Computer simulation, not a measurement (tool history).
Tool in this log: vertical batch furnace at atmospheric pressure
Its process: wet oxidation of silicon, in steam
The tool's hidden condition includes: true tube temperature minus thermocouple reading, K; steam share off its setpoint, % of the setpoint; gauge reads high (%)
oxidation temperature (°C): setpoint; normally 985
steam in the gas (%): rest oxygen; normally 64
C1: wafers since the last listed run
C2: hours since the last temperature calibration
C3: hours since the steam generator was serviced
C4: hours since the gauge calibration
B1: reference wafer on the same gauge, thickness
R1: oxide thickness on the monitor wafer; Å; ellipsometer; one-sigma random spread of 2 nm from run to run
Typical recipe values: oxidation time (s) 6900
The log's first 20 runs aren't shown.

run 21 hour=501.4 | oxidation_temperature_(°C)=985 oxidation_time_(s)=7950 steam_in_the_gas_(%)=60 | C1=172 C2=123.6 C3=40.5 C4=229 | B1=410.41 | R1=4984.3
run 22 hour=529.8 | oxidation_temperature_(°C)=969 oxidation_time_(s)=6900 steam_in_the_gas_(%)=64 | C1=197 C2=152 C3=68.9 C4=257.4 | B1=411.12 | R1=4165.8
run 23 hour=543.1 | oxidation_temperature_(°C)=985 oxidation_time_(s)=6900 steam_in_the_gas_(%)=64 | C1=92 C2=165.3 C3=82.2 C4=270.7 | B1=412.72 | R1=4742.7
run 24 hour=571 | oxidation_temperature_(°C)=985 oxidation_time_(s)=6900 steam_in_the_gas_(%)=64 | C1=194 C2=193.2 C3=110.1 C4=298.6 | B1=411.98 | R1=4730.1
run 25 hour=601.9 | oxidation_temperature_(°C)=999 oxidation_time_(s)=6900 steam_in_the_gas_(%)=68 | C1=215 C2=224.1 C3=141 C4=329.5 | B1=413.7 | R1=5472.9
run 26 hour=617 | oxidation_temperature_(°C)=985 oxidation_time_(s)=8190 steam_in_the_gas_(%)=76 | C1=105 C2=239.2 C3=156.1 C4=344.6 | B1=412.38 | R1=5967.7
run 27 hour=650.8 | oxidation_temperature_(°C)=969 oxidation_time_(s)=6900 steam_in_the_gas_(%)=53 | C1=235 C2=273 C3=189.9 C4=378.4 | B1=412.9 | R1=3656.8
run 28 hour=667.9 | oxidation_temperature_(°C)=978 oxidation_time_(s)=5910 steam_in_the_gas_(%)=72 | C1=118 C2=290.1 C3=207 C4=395.5 | B1=414.09 | R1=4396.3
run 29 hour=680.6 | oxidation_temperature_(°C)=985 oxidation_time_(s)=6900 steam_in_the_gas_(%)=64 | C1=88 C2=302.8 C3=219.7 C4=408.2 | B1=413.9 | R1=4758.7
run 30 hour=703.3 | oxidation_temperature_(°C)=985 oxidation_time_(s)=6900 steam_in_the_gas_(%)=71 | C1=157 C2=325.5 C3=242.4 C4=430.9 | B1=413.72 | R1=5087.6
run 31 hour=720.2 | oxidation_temperature_(°C)=978 oxidation_time_(s)=9510 steam_in_the_gas_(%)=59 | C1=117 C2=342.4 C3=259.3 C4=447.8 | B1=414.5 | R1=5289.3

Below are 4 alternative next runs, each starting from the tool's condition after run 31. Predict each:
run A hour=726.7 | oxidation_temperature_(°C)=985 oxidation_time_(s)=6900 steam_in_the_gas_(%)=55 | C1=45 C2=348.9 C3=265.8 C4=454.3 | B1=? | R1=?
run B hour=726.7 | oxidation_temperature_(°C)=971 oxidation_time_(s)=9240 steam_in_the_gas_(%)=61 | C1=45 C2=348.9 C3=265.8 C4=454.3 | B1=? | R1=?
run C hour=726.7 | oxidation_temperature_(°C)=985 oxidation_time_(s)=10080 steam_in_the_gas_(%)=58 | C1=45 C2=348.9 C3=265.8 C4=454.3 | B1=? | R1=?
run D hour=726.7 | oxidation_temperature_(°C)=968 oxidation_time_(s)=6900 steam_in_the_gas_(%)=64 | C1=45 C2=348.9 C3=265.8 C4=454.3 | B1=? | R1=?

run=A B1=414.5 R1=4284.5
run=B B1=414.5 R1=5066.6
run=C B1=414.5 R1=5744.5
run=D B1=414.5 R1=4168.7
Had the tool no hidden state, the same runs would have come out as:
run=A R1=4205.8
run=B R1=4973.5
run=C R1=5639
run=D R1=4092.1
